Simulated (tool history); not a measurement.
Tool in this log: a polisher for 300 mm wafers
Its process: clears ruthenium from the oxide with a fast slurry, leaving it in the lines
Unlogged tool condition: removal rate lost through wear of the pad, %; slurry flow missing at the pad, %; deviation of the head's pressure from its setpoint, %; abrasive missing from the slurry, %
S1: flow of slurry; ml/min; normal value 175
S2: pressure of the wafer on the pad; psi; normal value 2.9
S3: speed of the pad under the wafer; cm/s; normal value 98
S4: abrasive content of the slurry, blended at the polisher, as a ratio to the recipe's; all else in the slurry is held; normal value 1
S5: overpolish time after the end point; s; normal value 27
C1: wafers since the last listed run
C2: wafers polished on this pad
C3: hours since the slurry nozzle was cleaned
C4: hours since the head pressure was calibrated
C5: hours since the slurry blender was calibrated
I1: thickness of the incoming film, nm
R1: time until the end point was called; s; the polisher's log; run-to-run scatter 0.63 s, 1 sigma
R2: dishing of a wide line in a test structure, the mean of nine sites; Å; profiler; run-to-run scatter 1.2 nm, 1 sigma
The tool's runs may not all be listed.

{"run": 1, "hour": 0.0, "S1": 130, "S2": 2.9, "S3": 98, "S4": 1, "S5": 36, "C1": 0, "C2": 213, "C3": 364, "C4": 1182.2, "C5": 175, "I1": 191.8, "R1": 49.9, "R2": 581}
{"run": 2, "hour": 15.6, "S1": 130, "S2": 2.9, "S3": 98, "S4": 1, "S5": 36, "C1": 182, "C2": 395, "C3": 379.6, "C4": 1197.8, "C5": 190.6, "I1": 185.9, "R1": 49.6, "R2": 566}
{"run": 3, "hour": 34.1, "S1": 130, "S2": 2.9, "S3": 98, "S4": 1, "S5": 36, "C1": 216, "C2": 612, "C3": 398.1, "C4": 1216.3, "C5": 209.1, "I1": 191.3, "R1": 50, "R2": 570}
{"run": 4, "hour": 42.2, "S1": 150, "S2": 2.9, "S3": 98, "S4": 1, "S5": 27, "C1": 94, "C2": 707, "C3": 406.2, "C4": 1224.4, "C5": 217.2, "I1": 188.6, "R1": 48, "R2": 528}
{"run": 5, "hour": 58.5, "S1": 175, "S2": 2.9, "S3": 98, "S4": 1.15, "S5": 34, "C1": 191, "C2": 898, "C3": 422.5, "C4": 1240.7, "C5": 233.5, "I1": 192.2, "R1": 46.8, "R2": 586}
{"hour": 65.8, "done": "worn pad replaced by a new one"}
{"run": 6, "hour": 66.3, "S1": 175, "S2": 2.9, "S3": 98, "S4": 1.15, "S5": 34, "C1": 44, "C2": 5, "C3": 430.3, "C4": 1248.5, "C5": 241.3, "I1": 186.4, "R1": 44.7, "R2": 587}
{"run": 7, "hour": 73.8, "S1": 175, "S2": 3.4, "S3": 98, "S4": 1, "S5": 19, "C1": 87, "C2": 93, "C3": 437.8, "C4": 1256, "C5": 248.8, "I1": 192.8, "R1": 41.8, "R2": 472}
{"run": 8, "hour": 83.6, "S1": 175, "S2": 3.4, "S3": 98, "S4": 1, "S5": 19, "C1": 114, "C2": 208, "C3": 447.6, "C4": 1265.8, "C5": 258.6, "I1": 186.1, "R1": 41.3, "R2": 467}
{"run": 9, "hour": 99.1, "S1": 175, "S2": 2.9, "S3": 98, "S4": 1, "S5": 27, "C1": 181, "C2": 390, "C3": 463.1, "C4": 1281.3, "C5": 274.1, "I1": 189.1, "R1": 48.9, "R2": 518}
{"hour": 112.1, "done": "slurry blender recalibrated"}
{"run": 10, "hour": 112.6, "S1": 175, "S2": 2.9, "S3": 122, "S4": 1, "S5": 27, "C1": 134, "C2": 525, "C3": 476.6, "C4": 1294.8, "C5": 0.5, "I1": 192.3, "R1": 35.1, "R2": 601}
{"run": 11, "hour": 128.1, "S1": 235, "S2": 2.9, "S3": 98, "S4": 1.25, "S5": 27, "C1": 181, "C2": 707, "C3": 492.1, "C4": 1310.3, "C5": 16, "I1": 191.3, "R1": 36.6, "R2": 567}
{"run": 12, "hour": 138.1, "S1": 175, "S2": 2.9, "S3": 98, "S4": 1, "S5": 27, "C1": 117, "C2": 824, "C3": 502.1, "C4": 1320.3, "C5": 26, "I1": 190.8, "R1": 43.3, "R2": 547}
{"hour": 151.9, "done": "worn pad replaced by a new one"}
{"hour": 154.1, "done": "head pressure recalibrated"}
{"run": 13, "hour": 154.6, "S1": 125, "S2": 3.7, "S3": 98, "S4": 1, "S5": 18, "C1": 123, "C2": 8, "C3": 518.6, "C4": 0.5, "C5": 42.5, "I1": 188.9, "R1": 36, "R2": 524}
{"hour": 159.0, "done": "slurry nozzle cleaned"}
{"run": 14, "hour": 166.1, "S1": 235, "S2": 2.9, "S3": 98, "S4": 1.25, "S5": 27, "C1": 123, "C2": 131, "C3": 7.1, "C4": 12, "C5": 54, "I1": 191.3, "R1": 38.4, "R2": 574}
{"run": 15, "hour": 181.5, "S1": 175, "S2": 2.9, "S3": 98, "S4": 1, "S5": 27, "C1": 180, "C2": 312, "C3": 22.5, "C4": 27.4, "C5": 69.4, "I1": 189.7, "R1": 43.4, "R2": 531}
{"run": 16, "hour": 192.8, "S1": 175, "S2": 2.9, "S3": 98, "S4": 1, "S5": 14, "C1": 132, "C2": 444, "C3": 33.8, "C4": 38.7, "C5": 80.7, "I1": 193.2, "R1": 45.6, "R2": 395}
{"run": 17, "hour": 210.7, "S1": 200, "S2": 2.9, "S3": 128, "S4": 1, "S5": 27, "C1": 209, "C2": 654, "C3": 51.7, "C4": 56.6, "C5": 98.6, "I1": 188.8, "R1": 32.7, "R2": 598}
{"run": 18, "hour": 222.0, "S1": 175, "S2": 2.9, "S3": 66, "S4": 1, "S5": 27, "C1": 132, "C2": 786, "C3": 63, "C4": 67.9, "C5": 109.9, "I1": 190.5, "R1": 65.5, "R2": 456}
{"run": 19, "hour": 239.1, "S1": 140, "S2": 3.3, "S3": 98, "S4": 1, "S5": 23, "C1": 200, "C2": 987, "C3": 80.1, "C4": 85, "C5": 127, "I1": 193.5, "R1": 42.6, "R2": 540}
{"hour": 247.5, "done": "worn pad replaced by a new one"}
{"run": 20, "hour": 252.5, "S1": 175, "S2": 2.9, "S3": 98, "S4": 1, "S5": 27, "C1": 110, "C2": 58, "C3": 93.5, "C4": 98.4, "C5": 140.4, "I1": 189.1, "R1": 46.6, "R2": 519}
{"run": 21, "hour": 269.7, "S1": 175, "S2": 2.5, "S3": 98, "S4": 0.75, "S5": 27, "C1": 201, "C2": 260, "C3": 110.7, "C4": 115.6, "C5": 157.6, "I1": 189.6, "R1": 63.4, "R2": 447}
{"run": 22, "hour": 284.9, "S1": 175, "S2": 3.3, "S3": 66, "S4": 1, "S5": 27, "C1": 178, "C2": 438, "C3": 125.9, "C4": 130.8, "C5": 172.8, "I1": 192, "R1": 61.5, "R2": 469}
{"run": 23, "hour": 299.4, "S1": 175, "S2": 2.9, "S3": 98, "S4": 1, "S5": 23, "C1": 170, "C2": 608, "C3": 140.4, "C4": 145.3, "C5": 187.3, "I1": 193.4, "R1": 47.4, "R2": 509}
{"run": 24, "hour": 311.6, "S1": 175, "S2": 2.6, "S3": 98, "S4": 1.25, "S5": 27, "C1": 143, "C2": 751, "C3": 152.6, "C4": 157.5, "C5": 199.5, "I1": 190, "R1": 45.9, "R2": 526}
{"run": 25, "hour": 319.1, "S1": 140, "S2": 3.3, "S3": 98, "S4": 1, "S5": 23, "C1": 87, "C2": 839, "C3": 160.1, "C4": 165, "C5": 207, "I1": 189.5, "R1": 43, "R2": 518}
{"hour": 332.2, "done": "worn pad replaced by a new one"}
{"run": 26, "hour": 336.4, "S1": 175, "S2": 2.4, "S3": 98, "S4": 1, "S5": 27, "C1": 155, "C2": 49, "C3": 177.4, "C4": 182.3, "C5": 224.3, "I1": 192, "R1": 58.5, "R2": 472}
{"run": 27, "hour": 350.9, "S1": 175, "S2": 2.9, "S3": 98, "S4": 1, "S5": 27, "C1": 170, "C2": 219, "C3": 191.9, "C4": 196.8, "C5": 238.8, "I1": 187.9, "R1": 47, "R2": 533}

Below are 5 alternative next runs, each starting from the tool's condition after run 27. Predict each:
{"run": "A", "hour": 351.3, "S1": 175, "S2": 2.9, "S3": 98, "S4": 1, "S5": 27, "C1": 4, "C2": 224, "C3": 192.3, "C4": 197.2, "C5": 239.2, "I1": 190.5, "R1": "?", "R2": "?"}
{"run": "B", "hour": 351.3, "S1": 175, "S2": 2.5, "S3": 98, "S4": 1, "S5": 27, "C1": 4, "C2": 224, "C3": 192.3, "C4": 197.2, "C5": 239.2, "I1": 190.5, "R1": "?", "R2": "?"}
{"run": "C", "hour": 351.3, "S1": 175, "S2": 2.9, "S3": 98, "S4": 1, "S5": 15, "C1": 4, "C2": 224, "C3": 192.3, "C4": 197.2, "C5": 239.2, "I1": 190.5, "R1": "?", "R2": "?"}
{"run": "D", "hour": 351.3, "S1": 175, "S2": 2.9, "S3": 76, "S4": 0.8, "S5": 27, "C1": 4, "C2": 224, "C3": 192.3, "C4": 197.2, "C5": 239.2, "I1": 190.5, "R1": "?", "R2": "?"}
{"run": "E", "hour": 351.3, "S1": 230, "S2": 2.9, "S3": 126, "S4": 1, "S5": 32, "C1": 4, "C2": 224, "C3": 192.3, "C4": 197.2, "C5": 239.2, "I1": 190.5, "R1": "?", "R2": "?"}

run=A R1=47.2 R2=538
run=B R1=54.8 R2=502
run=C R1=47.2 R2=390
run=D R1=70.7 R2=437
run=E R1=35.5 R2=630
Without the tool's unlogged condition, the same runs would have read:
run=A R1=42 R2=565
run=B R1=48.8 R2=530
run=C R1=42 R2=420
run=D R1=61.9 R2=471
run=E R1=31.6 R2=647

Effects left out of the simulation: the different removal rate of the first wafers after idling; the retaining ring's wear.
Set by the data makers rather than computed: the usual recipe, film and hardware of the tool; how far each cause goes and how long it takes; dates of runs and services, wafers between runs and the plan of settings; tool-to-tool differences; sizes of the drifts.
